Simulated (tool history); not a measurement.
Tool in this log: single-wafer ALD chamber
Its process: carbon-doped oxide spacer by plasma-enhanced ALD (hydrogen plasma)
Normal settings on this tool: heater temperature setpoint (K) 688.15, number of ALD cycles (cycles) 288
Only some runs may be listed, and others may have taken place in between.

run     day  heater temperature setpoint (K)  number of ALD cycles (cycles)  wafers since the last listed run  hours since the last thermocouple change  hours since the gauge calibration  read-back reference wafer on the same gauge, thickness_nm  mean film thickness on the monitor wafer (Å)
  1   0.000                           688.15                            288                                 0                                    1342.5                              646.5                                                     17.492                                        147.89
  2   2.679                           698.15                            313                                50                                    1406.8                              710.8                                                     17.495                                        156.02
  3   3.883                           688.15                            257                                22                                    1435.7                              739.7                                                     17.506                                        132.77
  4   6.183                           688.15                            257                                43                                    1490.9                              794.9                                                     17.502                                        132.14
  5   7.988                           688.15                            257                                34                                    1534.2                              838.2                                                     17.495                                        131.02
  6  14.029                           688.15                            288                               114                                    1679.2                              983.2                                                     17.513                                        147.91
     15.108  -- gauge calibrated
  7  15.817                           688.15                            288                                33                                    1722.1                               17.0                                                     17.482                                        148.86
  8  18.696                           688.15                            288                                54                                    1791.2                               86.1                                                     17.507                                        148.35
  9  20.104                           688.15                            330                                26                                    1825.0                              119.9                                                     17.489                                        170.31
 10  21.908                           688.15                            330                                34                                    1868.3                              163.2                                                     17.501                                        170.83
 11  23.325                           688.15                            330                                26                                    1902.3                              197.2                                                     17.496                                        169.77
 12  25.367                           688.15                            288                                38                                    1951.3                              246.2                                                     17.494                                        148.50
     27.462  -- thermocouple changed; heater temperature recalibrated
 13  28.354                           688.15                            288                                50                                      21.4                              317.9                                                     17.506                                        145.62
 14  30.546                           688.15                            288                                41                                      74.0                              370.5                                                     17.485                                        147.08
 15  31.692                           688.15                            288                                21                                     101.5                              398.0                                                     17.483                                        146.38
 16  36.646                           688.15                            288                                93                                     220.4                              516.9                                                     17.491                                        147.20
 17  38.229                           688.15                            288                                30                                     258.4                              554.9                                                     17.514                                        145.28
 18  39.608                           694.15                            288                                26                                     291.5                              588.0                                                     17.495                                        143.43
 19  40.925                           694.15                            288                                24                                     323.1                              619.6                                                     17.506                                        143.78
 20  43.512                           688.15                            243                                49                                     385.2                              681.7                                                     17.506                                        123.52
 21  45.042                           698.15                            238                                28                                     421.9                              718.4                                                     17.503                                        117.71
 22  46.312                           698.15                            326                                24                                     452.4                              748.9                                                     17.503                                        161.48
 23  48.462                           688.15                            288                                40                                     504.0                              800.5                                                     17.502                                        146.41
 24  50.821                           688.15                            288                                44                                     560.6                              857.1                                                     17.502                                        146.94
 25  52.050                           684.15                            288                                23                                     590.1                              886.6                                                     17.502                                        147.37
 26  53.917                           688.15                            288                                35                                     634.9                              931.4                                                     17.496                                        145.99
 27  55.029                           679.15                            231                                21                                     661.6                              958.1                                                     17.501                                        120.67
 28  57.517                           688.15                            288                                47                                     721.3                             1017.8                                                     17.501                                        147.15
 29  58.988                           697.15                            240                                27                                     756.6                             1053.1                                                     17.494                                        119.36
     59.412  -- gauge calibrated
 30  61.546                           696.15                            233                                48                                     818.0                               51.2                                                     17.512                                        116.43
 31  63.667                           700.15                            313                                40                                     868.9                              102.1                                                     17.489                                        154.33
 32  66.362                           676.15                            241                                51                                     933.6                              166.8                                                     17.494                                        127.10
 33  67.858                           677.15                            322                                28                                     969.5                              202.7                                                     17.501                                        168.94
 34  70.638                           698.15                            338                                52                                    1036.2                              269.4                                                     17.501                                        168.70
 35  72.529                           699.15                            252                                35                                    1081.6                              314.8                                                     17.507                                        125.16
 36  75.146                           678.15                            322                                49                                    1144.4                              377.6                                                     17.508                                        169.94
 37  77.204                           688.15                            257                                39                                    1193.8                              427.0                                                     17.480                                        131.57
 38  79.788                           688.15                            288                                48                                    1255.8                              489.0                                                     17.512                                        147.38
 39  82.308                           702.15                            321                                47                                    1316.3                              549.5                                                     17.508                                        158.09
 40  84.796                           699.15                            240                                47                                    1376.0                              609.2                                                     17.509                                        119.40

What if the next run were any one of these 3? Each begins from the tool's condition after run 40:
  A  84.829                           688.15                            288                                 0                                    1376.8                              610.0                                                          ?                                             ?
  B  84.829                           673.15                            342                                 0                                    1376.8                              610.0                                                          ?                                             ?
  C  84.829                           688.15                            245                                 0                                    1376.8                              610.0                                                          ?                                             ?

run  read-back reference wafer on the same gauge, thickness_nm  mean film thickness on the monitor wafer (Å)
  A                                                     17.511                                        147.35
  B                                                     17.511                                        181.99
  C                                                     17.511                                        125.35
With no hidden state in the tool, these same runs would have given:
run  mean film thickness on the monitor wafer (Å)
  A                                        146.36
  B                                        181.01
  C                                        124.51
